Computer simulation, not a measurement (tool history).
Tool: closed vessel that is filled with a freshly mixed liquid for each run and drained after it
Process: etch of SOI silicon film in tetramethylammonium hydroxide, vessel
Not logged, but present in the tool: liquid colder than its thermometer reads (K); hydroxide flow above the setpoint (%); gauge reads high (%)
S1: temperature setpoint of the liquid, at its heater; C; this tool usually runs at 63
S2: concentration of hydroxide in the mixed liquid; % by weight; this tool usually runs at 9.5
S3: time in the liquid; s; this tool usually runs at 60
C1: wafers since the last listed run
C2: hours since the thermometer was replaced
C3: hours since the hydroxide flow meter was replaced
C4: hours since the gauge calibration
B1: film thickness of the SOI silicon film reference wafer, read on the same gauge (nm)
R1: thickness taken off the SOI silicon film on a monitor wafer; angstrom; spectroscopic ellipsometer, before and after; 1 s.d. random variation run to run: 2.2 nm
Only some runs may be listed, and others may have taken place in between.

run,hour,S1,S2,S3,C1,C2,C3,C4,B1,R1
1,0,63,8.5,60,0,991.6,1848,810.7,29.99,2857
2,62.6,63,8.5,60,6821,1054.2,1910.6,873.3,29.99,2835.4
3,108.1,57,9.5,60,4958,1099.7,1956.1,918.8,30.01,1868.9
4,197.1,57,9.5,60,9698,1188.7,2045.1,1007.8,29.99,1886.2
5,303.7,63,9.5,60,11616,1295.3,2151.7,1114.4,30,2693.4
6,409.7,63,9.5,60,11551,1401.3,2257.7,1220.4,29.98,2705.6
7,493.6,63,9.5,40,9143,1485.2,2341.6,1304.3,30,1814.5
8,557,63,9.5,40,6909,1548.6,2405,1367.7,29.97,1818.5
# hour 559.1: hydroxide flow meter replaced
9,598.6,63,9.5,40,4424,1590.2,39.5,1409.3,29.98,1821.8
10,641.3,63,9.5,65,4653,1632.9,82.2,1452,30,2934.3
11,744.3,58.5,7,60,11224,1735.9,185.2,1555,29.99,2292.2
# hour 752.5: thermometer replaced
12,793.5,59,9.5,60,5252,41,234.4,1604.2,29.98,2117.6
13,899.3,63,9.5,60,11529,146.8,340.2,1710,30,2760.5
14,963.9,63,8.5,60,7039,211.4,404.8,1774.6,30.02,2854.6
15,1006.8,63,9.5,60,4675,254.3,447.7,1817.5,29.97,2730.7
16,1114.2,63,7.5,50,11703,361.7,555.1,1924.9,30.01,2464
17,1190,63,9.5,80,8260,437.5,630.9,2000.7,30.02,3644.4
18,1229.5,67.5,10.5,50,4304,477,670.4,2040.2,29.98,2862.5
# hour 1231.6: gauge calibrated
19,1322.3,56.5,10.5,85,10112,569.8,763.2,90.7,30.03,2508.3
20,1415.3,68,11,75,10134,662.8,856.2,183.7,30.02,4467.3
21,1516,63,9.5,60,10973,763.5,956.9,284.4,30,2730.8
22,1607.3,63,8,30,9949,854.8,1048.2,375.7,30,1455.3
23,1687.4,63,9.5,60,8728,934.9,1128.3,455.8,30.02,2742.5
24,1764.1,60,11,70,8358,1011.6,1205,532.5,30,2492.9
25,1810.8,63,9.5,60,5089,1058.3,1251.7,579.2,29.98,2737.5
26,1873.3,67.5,10.5,50,6810,1120.8,1314.2,641.7,30.02,2884.3
27,1909.8,59.5,9.5,35,3977,1157.3,1350.7,678.2,30,1289.2
28,1947.8,63,7,60,4141,1195.3,1388.7,716.2,30,2999.8
29,2004.8,63,7.5,60,6211,1252.3,1445.7,773.2,29.99,3018
30,2052.1,63,9.5,60,5154,1299.6,1493,820.5,29.97,2734.3
# hour 2122.2: thermometer replaced
31,2124.1,63,9.5,60,7737,1.9,1565,892.5,30.03,2719.6
32,2216.9,60,12,30,10112,94.7,1657.8,985.3,29.96,1049
33,2304.1,63,11.5,80,9502,181.9,1745,1072.5,29.99,3413.3

Across each entry between runs, compare the hidden state at the last listed run before it with the hidden state at the first listed run after it:
Runs 8 to 9: hydroxide flow meter replaced (hour 559.1)
  both runs share identical hidden conditions
Runs 11 to 12: thermometer replaced (hour 752.5)
  both runs share identical hidden conditions
Runs 18 to 19: gauge calibrated (hour 1231.6)
  both runs share identical hidden conditions
Runs 30 to 31: thermometer replaced (hour 2122.2)
  both runs share identical hidden conditions
